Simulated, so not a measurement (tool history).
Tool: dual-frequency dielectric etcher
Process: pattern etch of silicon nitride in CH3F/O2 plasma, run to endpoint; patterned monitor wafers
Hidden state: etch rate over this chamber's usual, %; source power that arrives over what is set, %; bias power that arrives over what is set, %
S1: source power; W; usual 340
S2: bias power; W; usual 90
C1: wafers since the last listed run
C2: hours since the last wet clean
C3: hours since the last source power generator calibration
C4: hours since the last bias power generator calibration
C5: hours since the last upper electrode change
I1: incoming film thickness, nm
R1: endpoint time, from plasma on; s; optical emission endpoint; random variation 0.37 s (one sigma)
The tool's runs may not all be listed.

run 1 hour=0.0 | S1=340 S2=84 | C1=0 C2=5.3 C3=3721.3 C4=3317.5 C5=1629.2 | I1=105.5 | R1=126.8
run 2 hour=31.3 | S1=340 S2=84 | C1=261 C2=36.6 C3=3752.6 C4=3348.8 C5=1660.5 | I1=105.2 | R1=127.0
run 3 hour=49.7 | S1=340 S2=90 | C1=153 C2=55.0 C3=3771.0 C4=3367.2 C5=1678.9 | I1=103.9 | R1=119.4
run 4 hour=83.2 | S1=340 S2=90 | C1=279 C2=88.5 C3=3804.5 C4=3400.7 C5=1712.4 | I1=105.0 | R1=119.8
run 5 hour=108.5 | S1=340 S2=90 | C1=211 C2=113.8 C3=3829.8 C4=3426.0 C5=1737.7 | I1=105.6 | R1=121.4
run 6 hour=135.4 | S1=340 S2=90 | C1=224 C2=140.7 C3=3856.7 C4=3452.9 C5=1764.6 | I1=105.7 | R1=120.9
run 7 hour=147.8 | S1=340 S2=90 | C1=103 C2=153.1 C3=3869.1 C4=3465.3 C5=1777.0 | I1=104.8 | R1=119.6
run 8 hour=169.7 | S1=300 S2=90 | C1=182 C2=175.0 C3=3891.0 C4=3487.2 C5=1798.9 | I1=105.1 | R1=129.0
-- hour=188.5 source power generator calibrated
run 9 hour=189.0 | S1=300 S2=90 | C1=127 C2=194.3 C3=0.5 C4=3506.5 C5=1818.2 | I1=104.4 | R1=127.8
run 10 hour=201.4 | S1=300 S2=90 | C1=103 C2=206.7 C3=12.9 C4=3518.9 C5=1830.6 | I1=105.3 | R1=128.3
run 11 hour=218.0 | S1=340 S2=90 | C1=138 C2=223.3 C3=29.5 C4=3535.5 C5=1847.2 | I1=104.9 | R1=118.9
run 12 hour=248.9 | S1=340 S2=90 | C1=258 C2=254.2 C3=60.4 C4=3566.4 C5=1878.1 | I1=104.0 | R1=117.3
run 13 hour=264.8 | S1=340 S2=90 | C1=132 C2=270.1 C3=76.3 C4=3582.3 C5=1894.0 | I1=104.4 | R1=118.0
run 14 hour=286.9 | S1=340 S2=99 | C1=184 C2=292.2 C3=98.4 C4=3604.4 C5=1916.1 | I1=105.5 | R1=112.0
run 15 hour=305.5 | S1=270 S2=106 | C1=155 C2=310.8 C3=117.0 C4=3623.0 C5=1934.7 | I1=104.5 | R1=121.8
run 16 hour=333.9 | S1=300 S2=104 | C1=237 C2=339.2 C3=145.4 C4=3651.4 C5=1963.1 | I1=105.0 | R1=116.2
-- hour=346.2 bias power generator calibrated
run 17 hour=357.7 | S1=290 S2=75 | C1=165 C2=363.0 C3=169.2 C4=11.5 C5=1986.9 | I1=104.1 | R1=143.6
run 18 hour=373.2 | S1=340 S2=90 | C1=129 C2=378.5 C3=184.7 C4=27.0 C5=2002.4 | I1=106.1 | R1=118.7
run 19 hour=395.3 | S1=370 S2=73 | C1=184 C2=400.6 C3=206.8 C4=49.1 C5=2024.5 | I1=105.9 | R1=129.2
run 20 hour=415.4 | S1=340 S2=90 | C1=167 C2=420.7 C3=226.9 C4=69.2 C5=2044.6 | I1=104.5 | R1=116.8
run 21 hour=432.5 | S1=270 S2=90 | C1=142 C2=437.8 C3=244.0 C4=86.3 C5=2061.7 | I1=104.6 | R1=133.1
run 22 hour=468.2 | S1=340 S2=90 | C1=298 C2=473.5 C3=279.7 C4=122.0 C5=2097.4 | I1=104.2 | R1=116.4
run 23 hour=489.2 | S1=340 S2=73 | C1=175 C2=494.5 C3=300.7 C4=143.0 C5=2118.4 | I1=105.3 | R1=133.5
-- hour=553.3 wet clean of the chamber
-- hour=594.6 upper electrode replaced
run 24 hour=595.1 | S1=340 S2=77 | C1=483 C2=41.8 C3=406.6 C4=248.9 C5=0.5 | I1=105.6 | R1=134.0
run 25 hour=603.0 | S1=310 S2=73 | C1=65 C2=49.7 C3=414.5 C4=256.8 C5=8.4 | I1=104.9 | R1=144.5
run 26 hour=623.8 | S1=420 S2=90 | C1=173 C2=70.5 C3=435.3 C4=277.6 C5=29.2 | I1=104.2 | R1=107.5
run 27 hour=644.5 | S1=310 S2=73 | C1=172 C2=91.2 C3=456.0 C4=298.3 C5=49.9 | I1=105.6 | R1=145.4
run 28 hour=664.1 | S1=400 S2=75 | C1=163 C2=110.8 C3=475.6 C4=317.9 C5=69.5 | I1=105.4 | R1=124.1
run 29 hour=687.2 | S1=400 S2=79 | C1=192 C2=133.9 C3=498.7 C4=341.0 C5=92.6 | I1=105.1 | R1=119.3
run 30 hour=704.1 | S1=340 S2=112 | C1=141 C2=150.8 C3=515.6 C4=357.9 C5=109.5 | I1=104.7 | R1=104.5
run 31 hour=736.9 | S1=410 S2=99 | C1=273 C2=183.6 C3=548.4 C4=390.7 C5=142.3 | I1=105.1 | R1=102.9
run 32 hour=767.2 | S1=260 S2=90 | C1=253 C2=213.9 C3=578.7 C4=421.0 C5=172.6 | I1=105.4 | R1=139.1
run 33 hour=793.9 | S1=380 S2=84 | C1=222 C2=240.6 C3=605.4 C4=447.7 C5=199.3 | I1=104.6 | R1=116.4
run 34 hour=826.0 | S1=370 S2=82 | C1=268 C2=272.7 C3=637.5 C4=479.8 C5=231.4 | I1=104.2 | R1=118.8

The tool's hidden state at each run:
source power that arrives over what is set, %: 0 in every run
bias power that arrives over what is set, %: 0 in every run
H1: etch rate over this chamber's usual, %
run=1 H1=-0.324
run=2 H1=-0.0587
run=3 H1=0.0974
run=4 H1=0.382
run=5 H1=0.596
run=6 H1=0.825
run=7 H1=0.93
run=8 H1=1.12
run=9 H1=1.28
run=10 H1=1.38
run=11 H1=1.53
run=12 H1=1.79
run=13 H1=1.92
run=14 H1=2.11
run=15 H1=2.27
run=16 H1=2.51
run=17 H1=2.71
run=18 H1=2.84
run=19 H1=3.03
run=20 H1=3.2
run=21 H1=3.35
run=22 H1=3.65
run=23 H1=3.83
run=24 H1=0.224
run=25 H1=0.291
run=26 H1=0.468
run=27 H1=0.643
run=28 H1=0.809
run=29 H1=1.01
run=30 H1=1.15
run=31 H1=1.43
run=32 H1=1.68
run=33 H1=1.91
run=34 H1=2.18
